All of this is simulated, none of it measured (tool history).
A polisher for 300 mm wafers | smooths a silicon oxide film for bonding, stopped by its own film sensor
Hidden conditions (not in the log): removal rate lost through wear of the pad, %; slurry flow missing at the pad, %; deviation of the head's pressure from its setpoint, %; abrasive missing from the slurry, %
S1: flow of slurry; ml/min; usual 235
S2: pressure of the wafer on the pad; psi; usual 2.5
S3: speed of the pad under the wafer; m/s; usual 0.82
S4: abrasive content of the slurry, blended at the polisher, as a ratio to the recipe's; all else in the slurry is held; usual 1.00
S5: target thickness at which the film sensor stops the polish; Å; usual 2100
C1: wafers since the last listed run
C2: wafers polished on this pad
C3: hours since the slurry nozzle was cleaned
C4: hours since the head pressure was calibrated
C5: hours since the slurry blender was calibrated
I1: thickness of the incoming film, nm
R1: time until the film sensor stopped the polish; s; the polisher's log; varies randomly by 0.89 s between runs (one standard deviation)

{"run": 1, "day": 0.0, "S1": 235, "S2": 1.9, "S3": 0.82, "S4": 1.0, "S5": 2100, "C1": 0, "C2": 668, "C3": 884.3, "C4": 817.3, "C5": 345.9, "I1": 246.6, "R1": 71.6}
{"day": 0.383, "done": "worn pad replaced by a new one"}
{"run": 2, "day": 0.404, "S1": 255, "S2": 2.8, "S3": 0.82, "S4": 1.0, "S5": 2100, "C1": 60, "C2": 5, "C3": 894.0, "C4": 827.0, "C5": 355.6, "I1": 250.0, "R1": 53.0}
{"run": 3, "day": 2.225, "S1": 235, "S2": 2.5, "S3": 0.82, "S4": 0.85, "S5": 2100, "C1": 464, "C2": 470, "C3": 937.7, "C4": 870.7, "C5": 399.3, "I1": 250.7, "R1": 69.0}
{"run": 4, "day": 2.492, "S1": 235, "S2": 2.5, "S3": 0.82, "S4": 0.85, "S5": 2100, "C1": 68, "C2": 538, "C3": 944.1, "C4": 877.1, "C5": 405.7, "I1": 250.4, "R1": 68.3}
{"run": 5, "day": 2.958, "S1": 235, "S2": 2.5, "S3": 0.68, "S4": 1.0, "S5": 2100, "C1": 119, "C2": 657, "C3": 955.3, "C4": 888.3, "C5": 416.9, "I1": 249.1, "R1": 70.3}
{"run": 6, "day": 3.288, "S1": 235, "S2": 2.5, "S3": 0.68, "S4": 1.0, "S5": 2100, "C1": 83, "C2": 741, "C3": 963.2, "C4": 896.2, "C5": 424.8, "I1": 252.0, "R1": 75.3}
{"day": 3.6, "done": "worn pad replaced by a new one"}
{"run": 7, "day": 3.7, "S1": 235, "S2": 2.5, "S3": 0.68, "S4": 1.0, "S5": 2100, "C1": 62, "C2": 25, "C3": 973.1, "C4": 906.1, "C5": 434.7, "I1": 253.1, "R1": 78.6}
{"run": 8, "day": 4.104, "S1": 235, "S2": 2.5, "S3": 0.82, "S4": 1.0, "S5": 2100, "C1": 103, "C2": 128, "C3": 982.8, "C4": 915.8, "C5": 444.4, "I1": 247.4, "R1": 60.5}
{"run": 9, "day": 4.671, "S1": 235, "S2": 3.2, "S3": 0.82, "S4": 1.0, "S5": 2100, "C1": 144, "C2": 272, "C3": 996.4, "C4": 929.4, "C5": 458.0, "I1": 246.4, "R1": 47.9}
{"day": 4.771, "done": "slurry blender recalibrated"}
{"day": 4.896, "done": "slurry nozzle cleaned"}
{"run": 10, "day": 5.175, "S1": 235, "S2": 2.5, "S3": 0.82, "S4": 1.0, "S5": 2100, "C1": 96, "C2": 369, "C3": 6.7, "C4": 941.5, "C5": 9.7, "I1": 252.5, "R1": 51.8}
{"day": 5.354, "done": "head pressure recalibrated"}
{"run": 11, "day": 5.5, "S1": 235, "S2": 2.5, "S3": 0.82, "S4": 1.0, "S5": 2100, "C1": 61, "C2": 431, "C3": 14.5, "C4": 3.5, "C5": 17.5, "I1": 248.8, "R1": 46.8}
{"run": 12, "day": 5.767, "S1": 235, "S2": 2.5, "S3": 0.82, "S4": 1.0, "S5": 2100, "C1": 68, "C2": 499, "C3": 20.9, "C4": 9.9, "C5": 23.9, "I1": 248.7, "R1": 47.4}
{"day": 6.525, "done": "worn pad replaced by a new one"}
{"run": 13, "day": 6.546, "S1": 235, "S2": 2.5, "S3": 0.82, "S4": 1.0, "S5": 2100, "C1": 156, "C2": 5, "C3": 39.6, "C4": 28.6, "C5": 42.6, "I1": 254.0, "R1": 54.6}
{"run": 14, "day": 7.025, "S1": 235, "S2": 2.5, "S3": 0.82, "S4": 1.2, "S5": 2130, "C1": 122, "C2": 127, "C3": 51.1, "C4": 40.1, "C5": 54.1, "I1": 250.0, "R1": 42.8}
{"run": 15, "day": 7.417, "S1": 235, "S2": 2.5, "S3": 0.82, "S4": 1.0, "S5": 2100, "C1": 99, "C2": 227, "C3": 60.5, "C4": 49.5, "C5": 63.5, "I1": 247.9, "R1": 47.0}
{"run": 16, "day": 7.679, "S1": 235, "S2": 2.5, "S3": 0.82, "S4": 1.0, "S5": 2100, "C1": 66, "C2": 294, "C3": 66.8, "C4": 55.8, "C5": 69.8, "I1": 253.1, "R1": 54.4}
{"run": 17, "day": 7.983, "S1": 235, "S2": 1.8, "S3": 0.82, "S4": 0.75, "S5": 2100, "C1": 77, "C2": 371, "C3": 74.1, "C4": 63.1, "C5": 77.1, "I1": 252.1, "R1": 85.1}
{"run": 18, "day": 8.542, "S1": 235, "S2": 1.6, "S3": 0.7, "S4": 1.3, "S5": 2160, "C1": 142, "C2": 514, "C3": 87.5, "C4": 76.5, "C5": 90.5, "I1": 252.5, "R1": 71.7}
{"run": 19, "day": 8.804, "S1": 235, "S2": 2.5, "S3": 0.82, "S4": 0.8, "S5": 2100, "C1": 66, "C2": 581, "C3": 93.8, "C4": 82.8, "C5": 96.8, "I1": 252.3, "R1": 62.2}
{"run": 20, "day": 9.238, "S1": 235, "S2": 2.5, "S3": 0.82, "S4": 1.0, "S5": 2100, "C1": 110, "C2": 691, "C3": 104.2, "C4": 93.2, "C5": 107.2, "I1": 254.2, "R1": 55.7}
{"day": 9.475, "done": "worn pad replaced by a new one"}
{"run": 21, "day": 9.517, "S1": 235, "S2": 2.5, "S3": 0.82, "S4": 1.2, "S5": 1960, "C1": 28, "C2": 10, "C3": 110.9, "C4": 99.9, "C5": 113.9, "I1": 249.8, "R1": 63.3}
{"run": 22, "day": 10.054, "S1": 235, "S2": 2.5, "S3": 0.82, "S4": 0.75, "S5": 2100, "C1": 137, "C2": 147, "C3": 123.8, "C4": 112.8, "C5": 126.8, "I1": 249.4, "R1": 60.0}
{"run": 23, "day": 10.612, "S1": 190, "S2": 2.5, "S3": 0.82, "S4": 1.0, "S5": 2100, "C1": 142, "C2": 290, "C3": 137.2, "C4": 126.2, "C5": 140.2, "I1": 252.7, "R1": 55.8}
{"run": 24, "day": 11.142, "S1": 235, "S2": 3.3, "S3": 0.82, "S4": 1.0, "S5": 2100, "C1": 135, "C2": 425, "C3": 149.9, "C4": 138.9, "C5": 152.9, "I1": 253.6, "R1": 44.3}
{"run": 25, "day": 11.708, "S1": 235, "S2": 2.5, "S3": 0.98, "S4": 1.0, "S5": 2100, "C1": 144, "C2": 569, "C3": 163.5, "C4": 152.5, "C5": 166.5, "I1": 246.6, "R1": 42.0}
{"run": 26, "day": 12.308, "S1": 235, "S2": 1.8, "S3": 0.82, "S4": 0.85, "S5": 2100, "C1": 153, "C2": 722, "C3": 177.9, "C4": 166.9, "C5": 180.9, "I1": 251.4, "R1": 83.8}
{"day": 12.638, "done": "worn pad replaced by a new one"}
{"run": 27, "day": 12.983, "S1": 235, "S2": 2.5, "S3": 0.82, "S4": 1.0, "S5": 2100, "C1": 129, "C2": 88, "C3": 194.1, "C4": 183.1, "C5": 197.1, "I1": 252.8, "R1": 56.1}
{"run": 28, "day": 13.533, "S1": 235, "S2": 3.3, "S3": 1.02, "S4": 1.0, "S5": 2100, "C1": 140, "C2": 228, "C3": 207.3, "C4": 196.3, "C5": 210.3, "I1": 250.3, "R1": 35.9}
{"run": 29, "day": 14.125, "S1": 235, "S2": 2.5, "S3": 0.82, "S4": 1.0, "S5": 2100, "C1": 150, "C2": 379, "C3": 221.5, "C4": 210.5, "C5": 224.5, "I1": 250.9, "R1": 56.1}

For some of the steps in R1 from one run to the next: how much would appear even if the tool had no hidden state, given the settings, what came in and random variation, and how much remains for the hidden state plus any gauge scatter that the measured result and the result without hidden state don't share?
Run 2 -> 3: S1 255 -> 235, S2 2.8 -> 2.5, S4 1.00 -> 0.85. R1 +16.0 s: hidden state +6.2, all else +9.8.
Run 9 -> 10: S2 3.2 -> 2.5, slurry blender recalibrated, slurry nozzle cleaned. R1 +3.9 s: hidden state -11.5, all else +15.4.
Run 16 -> 17: S2 2.5 -> 1.8, S4 1.00 -> 0.75. R1 +30.7 s: hidden state +2.4, all else +28.3.
Run 25 -> 26: S2 2.5 -> 1.8, S3 0.98 -> 0.82, S4 1.00 -> 0.85. R1 +41.8 s: hidden state +5.0, all else +36.8.
